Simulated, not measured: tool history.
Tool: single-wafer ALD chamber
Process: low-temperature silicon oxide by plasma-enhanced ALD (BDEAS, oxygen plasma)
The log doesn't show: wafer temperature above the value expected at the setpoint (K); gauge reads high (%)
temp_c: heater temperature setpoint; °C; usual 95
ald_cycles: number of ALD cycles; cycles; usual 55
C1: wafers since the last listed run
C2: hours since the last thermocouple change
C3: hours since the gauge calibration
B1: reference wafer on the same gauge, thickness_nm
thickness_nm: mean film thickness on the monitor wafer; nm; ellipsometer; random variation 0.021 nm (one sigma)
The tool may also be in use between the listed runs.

Run 1, hour 0.0: usual settings; C1 0; C2 1736.1; C3 842.7; B1 8.462. Result: thickness_nm 8.257 nm.
Run 2, hour 63.0: usual settings; C1 406; C2 1799.1; C3 905.7; B1 8.460. Result: thickness_nm 8.283 nm.
Run 3, hour 116.0: usual settings; C1 342; C2 1852.1; C3 958.7; B1 8.457. Result: thickness_nm 8.285 nm.
Run 4, hour 144.7: usual settings but temp_c 98 °C; C1 185; C2 1880.8; C3 987.4; B1 8.461. Result: thickness_nm 8.187 nm.
Run 5, hour 183.6: usual settings but temp_c 98 °C; C1 251; C2 1919.7; C3 1026.3; B1 8.450. Result: thickness_nm 8.220 nm.
Run 6, hour 242.0: usual settings but temp_c 98 °C; C1 377; C2 1978.1; C3 1084.7; B1 8.452. Result: thickness_nm 8.207 nm.
Run 7, hour 291.7: usual settings; C1 320; C2 2027.8; C3 1134.4; B1 8.466. Result: thickness_nm 8.300 nm.
Run 8, hour 324.3: usual settings; C1 210; C2 2060.4; C3 1167.0; B1 8.459. Result: thickness_nm 8.296 nm.
Run 9, hour 382.9: usual settings; C1 378; C2 2119.0; C3 1225.6; B1 8.466. Result: thickness_nm 8.305 nm.
Run 10, hour 420.2: usual settings; C1 240; C2 2156.3; C3 1262.9; B1 8.461. Result: thickness_nm 8.291 nm.
Run 11, hour 447.6: usual settings but ald_cycles 61 cycles; C1 176; C2 2183.7; C3 1290.3; B1 8.457. Result: thickness_nm 9.233 nm.
Run 12, hour 515.5: usual settings but ald_cycles 53 cycles; C1 438; C2 2251.6; C3 1358.2; B1 8.457. Result: thickness_nm 7.993 nm.
Run 13, hour 567.9: usual settings but ald_cycles 53 cycles; C1 338; C2 2304.0; C3 1410.6; B1 8.456. Result: thickness_nm 7.999 nm.
Run 14, hour 624.4: usual settings; C1 364; C2 2360.5; C3 1467.1; B1 8.469. Result: thickness_nm 8.342 nm.
Run 15, hour 657.4: usual settings; C1 213; C2 2393.5; C3 1500.1; B1 8.454. Result: thickness_nm 8.355 nm.
At hour 671.0: gauge calibrated.
Run 16, hour 714.9: usual settings but ald_cycles 48 cycles; C1 371; C2 2451.0; C3 43.9; B1 8.459. Result: thickness_nm 7.289 nm.
At hour 759.3: thermocouple changed; heater temperature recalibrated.
Run 17, hour 759.8: usual settings but temp_c 103 °C, ald_cycles 65 cycles; C1 238; C2 0.5; C3 88.8; B1 8.452. Result: thickness_nm 9.439 nm.
Run 18, hour 779.1: usual settings; C1 124; C2 19.8; C3 108.1; B1 8.463. Result: thickness_nm 8.210 nm.
Run 19, hour 846.9: usual settings but ald_cycles 49 cycles; C1 437; C2 87.6; C3 175.9; B1 8.463. Result: thickness_nm 7.317 nm.
Run 20, hour 902.2: usual settings but temp_c 99 °C, ald_cycles 48 cycles; C1 357; C2 142.9; C3 231.2; B1 8.462. Result: thickness_nm 7.047 nm.
Run 21, hour 944.7: usual settings but ald_cycles 53 cycles; C1 274; C2 185.4; C3 273.7; B1 8.451. Result: thickness_nm 7.939 nm.
Run 22, hour 1130.6: usual settings but temp_c 87 °C, ald_cycles 61 cycles; C1 1200; C2 371.3; C3 459.6; B1 8.461. Result: thickness_nm 9.339 nm.
Run 23, hour 1168.7: usual settings but temp_c 100 °C, ald_cycles 47 cycles; C1 246; C2 409.4; C3 497.7; B1 8.468. Result: thickness_nm 6.894 nm.
Run 24, hour 1220.1: usual settings but temp_c 90 °C, ald_cycles 47 cycles; C1 331; C2 460.8; C3 549.1; B1 8.457. Result: thickness_nm 7.103 nm.
Run 25, hour 1331.1: usual settings but temp_c 98 °C; C1 716; C2 571.8; C3 660.1; B1 8.462. Result: thickness_nm 8.149 nm.
Run 26, hour 1395.9: usual settings; C1 418; C2 636.6; C3 724.9; B1 8.461. Result: thickness_nm 8.201 nm.
Run 27, hour 1423.0: usual settings but ald_cycles 61 cycles; C1 174; C2 663.7; C3 752.0; B1 8.455. Result: thickness_nm 9.132 nm.
Run 28, hour 1463.1: usual settings but temp_c 102 °C, ald_cycles 44 cycles; C1 258; C2 703.8; C3 792.1; B1 8.461. Result: thickness_nm 6.415 nm.
Run 29, hour 1523.4: usual settings; C1 389; C2 764.1; C3 852.4; B1 8.456. Result: thickness_nm 8.242 nm.
Run 30, hour 1568.0: usual settings but temp_c 91 °C; C1 287; C2 808.7; C3 897.0; B1 8.466. Result: thickness_nm 8.359 nm.

3 ways to go on from here, each from the tool as it stands after run 30. What would each give?
Run A, hour 1568.5: usual settings; C1 3; C2 809.2; C3 897.5; B1 ?. Result: thickness_nm ?.
Run B, hour 1568.5: usual settings but temp_c 89 °C, ald_cycles 63 cycles; C1 3; C2 809.2; C3 897.5; B1 ?. Result: thickness_nm ?.
Run C, hour 1568.5: usual settings but temp_c 88 °C, ald_cycles 64 cycles; C1 3; C2 809.2; C3 897.5; B1 ?. Result: thickness_nm ?.

run     B1  thickness_nm
  A  8.456         8.211
  B  8.456         9.581
  C  8.456         9.763
Without the tool's hidden state the same runs would have given:
run  thickness_nm
  A         8.183
  B         9.549
  C         9.730

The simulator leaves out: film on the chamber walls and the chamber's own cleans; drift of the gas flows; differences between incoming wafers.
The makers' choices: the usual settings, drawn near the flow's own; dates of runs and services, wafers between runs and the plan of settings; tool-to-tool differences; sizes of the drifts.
